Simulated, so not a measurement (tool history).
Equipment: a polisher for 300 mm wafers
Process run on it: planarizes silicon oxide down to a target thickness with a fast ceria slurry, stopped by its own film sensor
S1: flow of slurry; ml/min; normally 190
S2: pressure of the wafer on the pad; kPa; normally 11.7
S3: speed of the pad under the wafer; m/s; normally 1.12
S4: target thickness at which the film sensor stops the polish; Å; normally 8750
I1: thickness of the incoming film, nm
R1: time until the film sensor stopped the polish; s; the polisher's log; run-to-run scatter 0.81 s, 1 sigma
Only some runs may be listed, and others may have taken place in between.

| run | hour | S1 | S2 | S3 | S4 | I1 | R1 |
|---|---|---|---|---|---|---|---|
| 1 | 0 | 190 | 11.7 | 1.32 | 8750 | 1428.2 | 38.7 |
|  | 12.4 | worn pad replaced by a new one |
| 2 | 12.9 | 190 | 11.7 | 1.32 | 8750 | 1427.9 | 38.2 |
| 3 | 27.2 | 190 | 11.7 | 1.12 | 8750 | 1436.9 | 43.3 |
| 4 | 44.8 | 190 | 11.7 | 1.12 | 8750 | 1440.7 | 42.4 |
| 5 | 55.5 | 160 | 11.7 | 1.12 | 8750 | 1404 | 41.9 |
| 6 | 65.9 | 160 | 11.7 | 1.12 | 8750 | 1453.5 | 47.6 |
| 7 | 73.8 | 190 | 11.7 | 1.12 | 8750 | 1430.4 | 43.5 |
| 8 | 83.9 | 190 | 11.7 | 1.12 | 8750 | 1405.3 | 41.2 |
|  | 100.6 | worn pad replaced by a new one |
| 9 | 101.1 | 190 | 9 | 1.36 | 8750 | 1407.7 | 48.3 |
| 10 | 109.5 | 190 | 7.6 | 1.12 | 10130 | 1413.5 | 49.5 |
|  | 120.3 | head pressure recalibrated |
|  | 123.1 | slurry nozzle cleaned |
| 11 | 126.2 | 160 | 15.2 | 1.12 | 8750 | 1429 | 34.9 |
| 12 | 132.6 | 135 | 11.7 | 0.84 | 8750 | 1427.7 | 55.4 |
| 13 | 144.4 | 190 | 11.7 | 1.38 | 9850 | 1447.4 | 30.9 |
| 14 | 156.6 | 190 | 11.7 | 1.12 | 8750 | 1428.7 | 42.8 |
| 15 | 167 | 135 | 11.7 | 0.84 | 8750 | 1416.3 | 53.4 |
| 16 | 174.8 | 190 | 14.5 | 1.12 | 7610 | 1452.2 | 43.5 |

Here are 4 independent what-if runs from the current tool condition. What would each one return?
| A | 175.2 | 190 | 11.7 | 1.12 | 7410 | 1454.9 | ? |
| B | 175.2 | 190 | 13.8 | 1.34 | 8750 | 1454.9 | ? |
| C | 175.2 | 125 | 9 | 1.12 | 8750 | 1454.9 | ? |
| D | 175.2 | 215 | 15.9 | 0.84 | 7050 | 1454.9 | ? |

| run | R1 |
|---|---|
| A | 56.4 |
| B | 34.2 |
| C | 64.5 |
| D | 52.3 |
With the hidden condition removed and each run's random variation left untouched, the same runs would have given:
| run | R1 |
|---|---|
| A | 56.4 |
| B | 34.2 |
| C | 64.5 |
| D | 52.3 |

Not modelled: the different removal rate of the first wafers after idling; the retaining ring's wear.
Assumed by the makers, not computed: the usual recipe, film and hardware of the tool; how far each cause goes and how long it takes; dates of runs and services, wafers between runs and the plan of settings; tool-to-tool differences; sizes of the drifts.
